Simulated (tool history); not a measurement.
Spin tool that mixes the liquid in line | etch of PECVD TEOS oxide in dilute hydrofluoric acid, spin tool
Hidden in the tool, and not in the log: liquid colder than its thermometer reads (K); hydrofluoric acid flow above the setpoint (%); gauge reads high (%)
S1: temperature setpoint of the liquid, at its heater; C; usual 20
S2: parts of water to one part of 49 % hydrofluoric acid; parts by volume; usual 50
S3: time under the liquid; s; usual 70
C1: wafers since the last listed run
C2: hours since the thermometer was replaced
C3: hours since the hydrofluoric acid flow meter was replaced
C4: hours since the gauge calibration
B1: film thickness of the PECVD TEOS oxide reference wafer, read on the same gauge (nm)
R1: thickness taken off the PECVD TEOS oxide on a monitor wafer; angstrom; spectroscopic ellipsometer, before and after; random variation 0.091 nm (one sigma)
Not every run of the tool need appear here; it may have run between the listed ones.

run,hour,S1,S2,S3,C1,C2,C3,C4,B1,R1
1,0,20,50,70,0,2204.4,542,549.4,110.01,202.5
2,104.6,20,50,70,1489,2309,646.6,654,109.99,202.9
3,189.5,20,50,70,1208,2393.9,731.5,738.9,109.99,202.4
4,234.3,20,50,70,637,2438.7,776.3,783.7,110,204
5,290.1,20,50,70,794,2494.5,832.1,839.5,109.99,202.2
6,328.5,20,50,70,546,2532.9,870.5,877.9,109.99,203
7,403.2,20,50,70,1063,2607.6,945.2,952.6,110,202.7
8,491.9,21,50,70,1262,2696.3,1033.9,1041.3,109.97,211.2
# hour 509: thermometer replaced
9,564.1,21,50,70,1013,55.1,1106.1,1113.5,110.01,229.2
10,607.3,21,50,70,615,98.3,1149.3,1156.7,110.02,230.6
11,660.9,20,50,70,763,151.9,1202.9,1210.3,110.01,219.2
# hour 687.6: gauge calibrated
# hour 703.6: hydrofluoric acid flow meter replaced
12,714.9,25,60,70,754,205.9,11.3,27.3,110.02,216.3
13,868,17,55,100,2179,359,164.4,180.4,110,243.8
14,933.3,20,50,70,929,424.3,229.7,245.7,110,213.1
15,997.7,20,30,70,916,488.7,294.1,310.1,109.99,363.5
16,1047.2,20,60,35,704,538.2,343.6,359.6,110,87.3
17,1099.9,17.5,50,70,750,590.9,396.3,412.3,110,191.3
18,1204.8,20,50,70,1493,695.8,501.2,517.2,109.99,213.4
19,1262.2,17,50,100,817,753.2,558.6,574.6,109.99,265.5
20,1335.2,22.5,35,70,1039,826.2,631.6,647.6,110.01,343.3
21,1387.1,18.5,35,70,738,878.1,683.5,699.5,109.99,287.2
22,1474.5,17,50,50,1244,965.5,770.9,786.9,109.98,133.3

Table of differences, measured result less the result of that run with no hidden state. Run-to-run variation is the same in both. Gauge scatter possibly is not:
run,R1
1,-12.4
2,-12.6
3,-12.8
4,-12.9
5,-12.9
6,-13
7,-13.2
8,-13.8
9,+4.6
10,+4.6
11,+4.2
12,-1.5
13,-2.3
14,-2
15,-3.7
16,-0.9
17,-2.1
18,-2.5
19,-3.4
20,-4.4
21,-4
22,-1.9
